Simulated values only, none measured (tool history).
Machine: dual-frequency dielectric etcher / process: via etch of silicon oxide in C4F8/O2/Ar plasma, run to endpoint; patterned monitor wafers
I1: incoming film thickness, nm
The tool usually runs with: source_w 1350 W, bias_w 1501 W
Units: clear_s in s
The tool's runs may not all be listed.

run 1 hour=0.0 | source_w=1350 bias_w=1640 | I1=1421.1 | clear_s=330.5
run 2 hour=14.8 | source_w=1350 bias_w=1640 | I1=1399.2 | clear_s=325.9
run 3 hour=23.6 | source_w=1350 bias_w=1640 | I1=1403.3 | clear_s=326.2
run 4 hour=36.5 | source_w=1350 bias_w=1749 | I1=1403.3 | clear_s=318.4
-- hour=72.5 wet clean of the chamber
-- hour=75.5 bias power generator calibrated
-- hour=81.5 upper electrode replaced
run 5 hour=82.0 | source_w=1350 bias_w=1749 | I1=1421.9 | clear_s=331.1
run 6 hour=82.3 | source_w=1350 bias_w=1501 | I1=1406.6 | clear_s=342.4
run 7 hour=82.7 | source_w=1350 bias_w=1501 | I1=1408.0 | clear_s=345.1
run 8 hour=90.9 | source_w=1350 bias_w=1501 | I1=1405.2 | clear_s=342.5
run 9 hour=100.0 | source_w=1430 bias_w=1501 | I1=1402.3 | clear_s=334.9
run 10 hour=109.9 | source_w=1350 bias_w=1501 | I1=1417.4 | clear_s=344.7
run 11 hour=119.0 | source_w=1350 bias_w=1501 | I1=1411.9 | clear_s=342.5
run 12 hour=127.5 | source_w=1350 bias_w=1231 | I1=1408.3 | clear_s=359.8
run 13 hour=135.7 | source_w=1350 bias_w=1501 | I1=1405.9 | clear_s=342.2
run 14 hour=151.7 | source_w=1250 bias_w=1501 | I1=1406.4 | clear_s=351.2
-- hour=158.1 source power generator calibrated
run 15 hour=165.8 | source_w=1350 bias_w=1501 | I1=1415.5 | clear_s=344.8
run 16 hour=173.0 | source_w=1470 bias_w=1854 | I1=1419.7 | clear_s=312.9
run 17 hour=180.6 | source_w=1630 bias_w=1687 | I1=1405.6 | clear_s=306.8
run 18 hour=189.8 | source_w=1460 bias_w=1501 | I1=1408.0 | clear_s=330.4
run 19 hour=201.8 | source_w=1350 bias_w=1501 | I1=1411.9 | clear_s=340.4
run 20 hour=209.6 | source_w=1180 bias_w=1379 | I1=1417.9 | clear_s=369.2
run 21 hour=216.6 | source_w=1170 bias_w=1126 | I1=1406.3 | clear_s=385.4

List, for all runs, the conditions of the tool that the log does not record:
source power that arrives over what is set, %: 0 on each run
bias power that arrives over what is set, %: 0 on each run
H1: etch rate over this chamber's usual, %
run=1 H1=2.47
run=2 H1=2.61
run=3 H1=2.69
run=4 H1=2.81
run=5 H1=-0.202
run=6 H1=-0.199
run=7 H1=-0.196
run=8 H1=-0.119
run=9 H1=-0.0338
run=10 H1=0.0589
run=11 H1=0.144
run=12 H1=0.224
run=13 H1=0.3
run=14 H1=0.45
run=15 H1=0.582
run=16 H1=0.649
run=17 H1=0.721
run=18 H1=0.807
run=19 H1=0.919
run=20 H1=0.992
run=21 H1=1.06
